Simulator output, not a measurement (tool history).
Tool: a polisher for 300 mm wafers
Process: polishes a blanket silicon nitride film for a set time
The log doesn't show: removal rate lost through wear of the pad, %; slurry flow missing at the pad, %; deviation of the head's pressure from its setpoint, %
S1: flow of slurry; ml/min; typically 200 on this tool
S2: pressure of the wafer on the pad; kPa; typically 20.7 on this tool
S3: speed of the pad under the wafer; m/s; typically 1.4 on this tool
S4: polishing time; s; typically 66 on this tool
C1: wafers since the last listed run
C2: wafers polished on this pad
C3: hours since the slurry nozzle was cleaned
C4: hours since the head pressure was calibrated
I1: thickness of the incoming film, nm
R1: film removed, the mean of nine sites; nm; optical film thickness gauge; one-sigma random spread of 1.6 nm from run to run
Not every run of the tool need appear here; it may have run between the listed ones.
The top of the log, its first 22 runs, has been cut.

-- hour=339.4 worn pad replaced by a new one
run 23 hour=340.3 | S1=200 S2=20.7 S3=1.4 S4=66 | C1=102 C2=8 C3=99 C4=14.8 | I1=514.9 | R1=120.7
run 24 hour=353.8 | S1=200 S2=20.7 S3=1.66 S4=66 | C1=133 C2=142 C3=112.5 C4=28.3 | I1=520.9 | R1=139.6
run 25 hour=369.8 | S1=265 S2=20.7 S3=1.08 S4=66 | C1=158 C2=301 C3=128.5 C4=44.3 | I1=527.8 | R1=102.4
run 26 hour=387.2 | S1=200 S2=23.4 S3=1.4 S4=66 | C1=172 C2=473 C3=145.9 C4=61.7 | I1=522.2 | R1=138.2
run 27 hour=401.3 | S1=200 S2=20.7 S3=1.4 S4=66 | C1=139 C2=613 C3=160 C4=75.8 | I1=523.3 | R1=121.2
run 28 hour=412.7 | S1=200 S2=20.7 S3=1.4 S4=66 | C1=113 C2=726 C3=171.4 C4=87.2 | I1=513 | R1=123.3
run 29 hour=461 | S1=240 S2=20.7 S3=1.76 S4=66 | C1=479 C2=1206 C3=219.7 C4=135.5 | I1=518.1 | R1=148.2
-- hour=479.5 worn pad replaced by a new one
run 30 hour=480 | S1=200 S2=20.7 S3=1.4 S4=79 | C1=148 C2=5 C3=238.7 C4=154.5 | I1=522.5 | R1=144.4
run 31 hour=494.3 | S1=200 S2=17.9 S3=1.4 S4=66 | C1=141 C2=146 C3=253 C4=168.8 | I1=515.7 | R1=105.6
run 32 hour=503.5 | S1=200 S2=15.9 S3=1.4 S4=54 | C1=91 C2=238 C3=262.2 C4=178 | I1=525.8 | R1=81.8
run 33 hour=521.3 | S1=245 S2=20.7 S3=1.4 S4=66 | C1=176 C2=414 C3=280 C4=195.8 | I1=523 | R1=125.6
run 34 hour=530.3 | S1=200 S2=20.7 S3=1.4 S4=83 | C1=89 C2=504 C3=289 C4=204.8 | I1=516.5 | R1=153.3
run 35 hour=537 | S1=245 S2=25.5 S3=1.4 S4=75 | C1=66 C2=570 C3=295.7 C4=211.5 | I1=525.8 | R1=170.5
run 36 hour=546.1 | S1=160 S2=17.9 S3=1.08 S4=50 | C1=90 C2=660 C3=304.8 C4=220.6 | I1=525.7 | R1=63.7
run 37 hour=556.3 | S1=255 S2=20.7 S3=1.84 S4=87 | C1=101 C2=761 C3=315 C4=230.8 | I1=523.7 | R1=204.3

Consider 4 possible next runs. They are alternatives, not a sequence: every one starts from the tool as it was left by run 37. What does each give?
run A hour=556.7 | S1=200 S2=20.7 S3=1.02 S4=66 | C1=3 C2=765 C3=315.4 C4=231.2 | I1=509.6 | R1=?
run B hour=556.7 | S1=220 S2=13.8 S3=1.4 S4=66 | C1=3 C2=765 C3=315.4 C4=231.2 | I1=509.6 | R1=?
run C hour=556.7 | S1=200 S2=14.5 S3=1.1 S4=58 | C1=3 C2=765 C3=315.4 C4=231.2 | I1=509.6 | R1=?
run D hour=556.7 | S1=200 S2=17.2 S3=1.54 S4=78 | C1=3 C2=765 C3=315.4 C4=231.2 | I1=509.6 | R1=?

run=A R1=97.1
run=B R1=89.2
run=C R1=67.3
run=D R1=133.7
What these runs would have given with no unlogged condition in the tool:
run=A R1=97.4
run=B R1=89.5
run=C R1=67.5
run=D R1=134.2
